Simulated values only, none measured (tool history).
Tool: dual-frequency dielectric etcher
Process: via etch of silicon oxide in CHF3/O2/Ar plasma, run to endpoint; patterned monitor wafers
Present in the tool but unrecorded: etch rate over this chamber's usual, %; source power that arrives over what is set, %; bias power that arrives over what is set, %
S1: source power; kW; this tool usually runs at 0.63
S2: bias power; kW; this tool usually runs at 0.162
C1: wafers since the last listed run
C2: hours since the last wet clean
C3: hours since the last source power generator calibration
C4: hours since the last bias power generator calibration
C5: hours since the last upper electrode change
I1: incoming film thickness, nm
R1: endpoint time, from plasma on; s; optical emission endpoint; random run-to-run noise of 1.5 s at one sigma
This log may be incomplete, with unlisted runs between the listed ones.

run,hour,S1,S2,C1,C2,C3,C4,C5,I1,R1
1,0,0.63,0.162,0,129.3,2124.4,2289.1,3943,656.4,373
2,23.7,0.63,0.162,165,153,2148.1,2312.8,3966.7,658.7,369.6
3,37.7,0.63,0.162,97,167,2162.1,2326.8,3980.7,654.6,368.6
4,70.1,0.63,0.162,226,199.4,2194.5,2359.2,4013.1,656.3,372.9
5,103.6,0.63,0.162,233,232.9,2228,2392.7,4046.6,657.2,374.2
6,163.6,0.63,0.162,418,292.9,2288,2452.7,4106.6,655.7,374.5
7,193.5,0.72,0.152,208,322.8,2317.9,2482.6,4136.5,653.5,357.6
8,207.8,0.63,0.162,99,337.1,2332.2,2496.9,4150.8,650.1,370.1
9,231.8,0.63,0.162,167,361.1,2356.2,2520.9,4174.8,653.5,373.5
# hour 271.4: upper electrode replaced
10,271.9,0.63,0.162,112,401.2,2396.3,2561,0.5,655.8,377
11,295.7,0.75,0.162,166,425,2420.1,2584.8,24.3,658.4,353.5
12,316.7,0.54,0.193,146,446,2441.1,2605.8,45.3,660.9,394.1
# hour 347.8: source power generator calibrated
# hour 361.7: wet clean of the chamber
13,362.2,0.57,0.176,192,0.5,14.4,2651.3,90.8,656.8,376.2
14,362.6,0.69,0.162,2,0.9,14.8,2651.7,91.2,659.7,353.4
15,386.7,0.79,0.152,168,25,38.9,2675.8,115.3,657.9,339.1
16,404.3,0.63,0.162,122,42.6,56.5,2693.4,132.9,647.7,363.8
# hour 431.1: bias power generator calibrated
17,432.2,0.58,0.18,166,70.5,84.4,1.1,160.8,661.1,375
18,465.3,0.68,0.141,230,103.6,117.5,34.2,193.9,658.4,371.1
19,487.5,0.63,0.162,154,125.8,139.7,56.4,216.1,655.8,369.3
20,522.7,0.63,0.162,245,161,174.9,91.6,251.3,648.7,366
21,548.7,0.63,0.162,181,187,200.9,117.6,277.3,657.5,370.3
22,565.7,0.77,0.199,118,204,217.9,134.6,294.3,664.3,330.5
23,589.9,0.53,0.178,168,228.2,242.1,158.8,318.5,659.8,397.3

Branching from run 23: 5 alternative next runs. What would each branch give?
A,590.4,0.63,0.162,3,228.7,242.6,159.3,319,656.8,?
B,590.4,0.63,0.135,3,228.7,242.6,159.3,319,656.8,?
C,590.4,0.54,0.179,3,228.7,242.6,159.3,319,656.8,?
D,590.4,0.63,0.138,3,228.7,242.6,159.3,319,656.8,?
E,590.4,0.71,0.128,3,228.7,242.6,159.3,319,656.8,?

run,R1
A,374.4
B,388.7
C,392
D,387
E,372.6
What these runs would have given with no unlogged condition in the tool:
run,R1
A,369.2
B,383.3
C,386.6
D,381.7
E,367.4
